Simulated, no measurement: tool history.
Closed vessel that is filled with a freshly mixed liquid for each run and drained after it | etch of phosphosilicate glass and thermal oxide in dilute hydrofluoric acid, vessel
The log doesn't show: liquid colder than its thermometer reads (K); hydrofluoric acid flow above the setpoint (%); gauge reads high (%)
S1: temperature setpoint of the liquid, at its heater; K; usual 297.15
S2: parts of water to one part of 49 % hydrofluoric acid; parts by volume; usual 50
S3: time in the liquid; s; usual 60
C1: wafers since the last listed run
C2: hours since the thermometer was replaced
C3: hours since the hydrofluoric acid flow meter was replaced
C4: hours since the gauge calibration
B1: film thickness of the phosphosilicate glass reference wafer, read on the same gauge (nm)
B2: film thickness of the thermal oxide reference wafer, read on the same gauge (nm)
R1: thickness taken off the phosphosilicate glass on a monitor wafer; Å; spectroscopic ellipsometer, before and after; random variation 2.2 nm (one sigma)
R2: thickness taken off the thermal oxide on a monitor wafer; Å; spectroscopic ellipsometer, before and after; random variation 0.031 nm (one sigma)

{"run": 1, "hour": 0.0, "S1": 293.65, "S2": 60, "S3": 60, "C1": 0, "C2": 283.9, "C3": 1142.7, "C4": 723.7, "B1": 59.98, "B2": 30.03, "R1": 1656.3, "R2": 40.2}
{"run": 2, "hour": 53.7, "S1": 293.65, "S2": 60, "S3": 60, "C1": 7429, "C2": 337.6, "C3": 1196.4, "C4": 777.4, "B1": 60, "B2": 30.02, "R1": 1622.4, "R2": 40.2}
{"run": 3, "hour": 115.8, "S1": 293.65, "S2": 60, "S3": 60, "C1": 8592, "C2": 399.7, "C3": 1258.5, "C4": 839.5, "B1": 60, "B2": 30, "R1": 1633.3, "R2": 40.3}
{"run": 4, "hour": 166.9, "S1": 297.15, "S2": 50, "S3": 60, "C1": 7070, "C2": 450.8, "C3": 1309.6, "C4": 890.6, "B1": 60, "B2": 30.01, "R1": 2277.4, "R2": 57.5}
{"run": 5, "hour": 232.4, "S1": 297.15, "S2": 60, "S3": 60, "C1": 9062, "C2": 516.3, "C3": 1375.1, "C4": 956.1, "B1": 59.98, "B2": 30, "R1": 1904.5, "R2": 46.9}
{"run": 6, "hour": 281.6, "S1": 297.15, "S2": 60, "S3": 60, "C1": 6807, "C2": 565.5, "C3": 1424.3, "C4": 1005.3, "B1": 60, "B2": 30.02, "R1": 1899.6, "R2": 46.9}
{"run": 7, "hour": 334.3, "S1": 297.15, "S2": 60, "S3": 60, "C1": 7291, "C2": 618.2, "C3": 1477, "C4": 1058, "B1": 60, "B2": 30.01, "R1": 1861.2, "R2": 46.6}
{"hour": 510.7, "done": "gauge calibrated"}
{"run": 8, "hour": 519.9, "S1": 297.15, "S2": 50, "S3": 60, "C1": 25679, "C2": 803.8, "C3": 1662.6, "C4": 9.2, "B1": 60.01, "B2": 29.95, "R1": 2308.5, "R2": 57.1}
{"hour": 535.9, "done": "hydrofluoric acid flow meter replaced"}
{"run": 9, "hour": 591.9, "S1": 297.15, "S2": 50, "S3": 60, "C1": 9823, "C2": 875.8, "C3": 56, "C4": 81.2, "B1": 59.98, "B2": 30.02, "R1": 2271.2, "R2": 56.4}
{"hour": 606.4, "done": "thermometer replaced"}
{"run": 10, "hour": 644.1, "S1": 297.15, "S2": 50, "S3": 60, "C1": 7083, "C2": 37.7, "C3": 108.2, "C4": 133.4, "B1": 59.99, "B2": 30, "R1": 2326.1, "R2": 57}
{"run": 11, "hour": 700.4, "S1": 297.15, "S2": 40, "S3": 75, "C1": 7789, "C2": 94, "C3": 164.5, "C4": 189.7, "B1": 59.98, "B2": 30, "R1": 3575.6, "R2": 90.3}
{"run": 12, "hour": 743.3, "S1": 297.15, "S2": 50, "S3": 30, "C1": 5935, "C2": 136.9, "C3": 207.4, "C4": 232.6, "B1": 60, "B2": 29.99, "R1": 1165.2, "R2": 28.5}
{"run": 13, "hour": 779.6, "S1": 297.15, "S2": 50, "S3": 60, "C1": 5022, "C2": 173.2, "C3": 243.7, "C4": 268.9, "B1": 60, "B2": 30.01, "R1": 2332.1, "R2": 56.8}
{"run": 14, "hour": 805.5, "S1": 292.65, "S2": 35, "S3": 45, "C1": 3583, "C2": 199.1, "C3": 269.6, "C4": 294.8, "B1": 60.01, "B2": 30.04, "R1": 2066.7, "R2": 51.4}
{"run": 15, "hour": 923.7, "S1": 297.15, "S2": 70, "S3": 70, "C1": 16354, "C2": 317.3, "C3": 387.8, "C4": 413, "B1": 59.98, "B2": 29.99, "R1": 1860.4, "R2": 46}
{"run": 16, "hour": 978.6, "S1": 301.15, "S2": 70, "S3": 60, "C1": 7595, "C2": 372.2, "C3": 442.7, "C4": 467.9, "B1": 60.01, "B2": 29.98, "R1": 1871.5, "R2": 45.8}
{"run": 17, "hour": 1018.8, "S1": 301.65, "S2": 60, "S3": 50, "C1": 5562, "C2": 412.4, "C3": 482.9, "C4": 508.1, "B1": 60.02, "B2": 30.03, "R1": 1904, "R2": 47.1}
{"run": 18, "hour": 1083.6, "S1": 293.65, "S2": 40, "S3": 80, "C1": 8965, "C2": 477.2, "C3": 547.7, "C4": 572.9, "B1": 60.01, "B2": 30.02, "R1": 3372.3, "R2": 83}

5 ways to go on from here, each from the tool as it stands after run 18. What would each give?
{"run": "A", "hour": 1084.3, "S1": 297.15, "S2": 50, "S3": 60, "C1": 96, "C2": 477.9, "C3": 548.4, "C4": 573.6, "B1": "?", "B2": "?", "R1": "?", "R2": "?"}
{"run": "B", "hour": 1084.3, "S1": 294.65, "S2": 70, "S3": 95, "C1": 96, "C2": 477.9, "C3": 548.4, "C4": 573.6, "B1": "?", "B2": "?", "R1": "?", "R2": "?"}
{"run": "C", "hour": 1084.3, "S1": 297.15, "S2": 50, "S3": 90, "C1": 96, "C2": 477.9, "C3": 548.4, "C4": 573.6, "B1": "?", "B2": "?", "R1": "?", "R2": "?"}
{"run": "D", "hour": 1084.3, "S1": 297.15, "S2": 40, "S3": 60, "C1": 96, "C2": 477.9, "C3": 548.4, "C4": 573.6, "B1": "?", "B2": "?", "R1": "?", "R2": "?"}
{"run": "E", "hour": 1084.3, "S1": 301.15, "S2": 50, "S3": 90, "C1": 96, "C2": 477.9, "C3": 548.4, "C4": 573.6, "B1": "?", "B2": "?", "R1": "?", "R2": "?"}

run=A B1=60 B2=30.04 R1=2274 R2=57
run=B B1=60 B2=30.04 R1=2261.7 R2=56.6
run=C B1=60 B2=30.04 R1=3411 R2=85.4
run=D B1=60 B2=30.04 R1=2880.7 R2=72.2
run=E B1=60 B2=30.04 R1=4011 R2=100.5
Without the tool's hidden state the same runs would have given:
run=A R1=2274 R2=57
run=B R1=2261.7 R2=56.6
run=C R1=3411 R2=85.4
run=D R1=2880.7 R2=72.2
run=E R1=4011 R2=100.5
